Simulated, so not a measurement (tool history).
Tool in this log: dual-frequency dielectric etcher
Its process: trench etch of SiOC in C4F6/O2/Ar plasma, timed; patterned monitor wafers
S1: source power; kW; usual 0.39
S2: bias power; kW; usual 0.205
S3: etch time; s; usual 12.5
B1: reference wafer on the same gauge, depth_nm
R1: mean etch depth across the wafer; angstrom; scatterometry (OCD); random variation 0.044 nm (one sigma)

run	hour	S1	S2	S3	B1	R1
1	0	0.39	0.205	12.5	27.01	278.3
2	6.2	0.42	0.205	13.5	26.99	311.1
3	21.7	0.39	0.222	12.5	27	287.1
4	36.7	0.39	0.222	12.5	27.02	286
5	63.8	0.39	0.222	12.5	26.99	285.7
6	73.5	0.41	0.205	12.5	27.02	283
7	86.5	0.41	0.205	12.5	26.99	282.7
8	99	0.41	0.205	12.5	27.01	282.4
9	146.5	0.39	0.232	12.5	26.99	307.4
10	146.8	0.39	0.192	12.5	26.98	285.2
11	147.2	0.39	0.205	14	27.01	327.1
12	147.5	0.3	0.205	11	27.02	224.3
13	152.4	0.39	0.205	12.5	27	292.3
14	160.4	0.39	0.222	12.5	26.99	302.1
15	172.2	0.29	0.205	11	26.99	219.1
16	188.2	0.31	0.18	15	27.01	293

Between the runs listed above, the log contained 6 entries, not reproduced here. Where in the sequence does each belong, and how does what the log doesn't record of the tool's condition differ from the listed run before to the listed run after?
After run 1, before run 2: gauge calibrated (hour 4.8)
  etch rate over this chamber's usual, %: -5.14 -> -5.19
  measured less the result without the state, R1: -15 -> -17 angstrom
After run 5, before run 6: source power generator calibrated (hour 73)
  etch rate over this chamber's usual, %: -5.7 -> -5.79
  measured less the result without the state, R1: -17.3 -> -17.4 angstrom
After run 8, before run 9: gauge calibrated (hour 99.6); upper electrode replaced (hour 124.9); bias power generator calibrated (hour 129); wet clean of the chamber (hour 146)
  etch rate over this chamber's usual, %: -6.01 -> -0.159
  measured less the result without the state, R1: -18 -> -0.5 angstrom
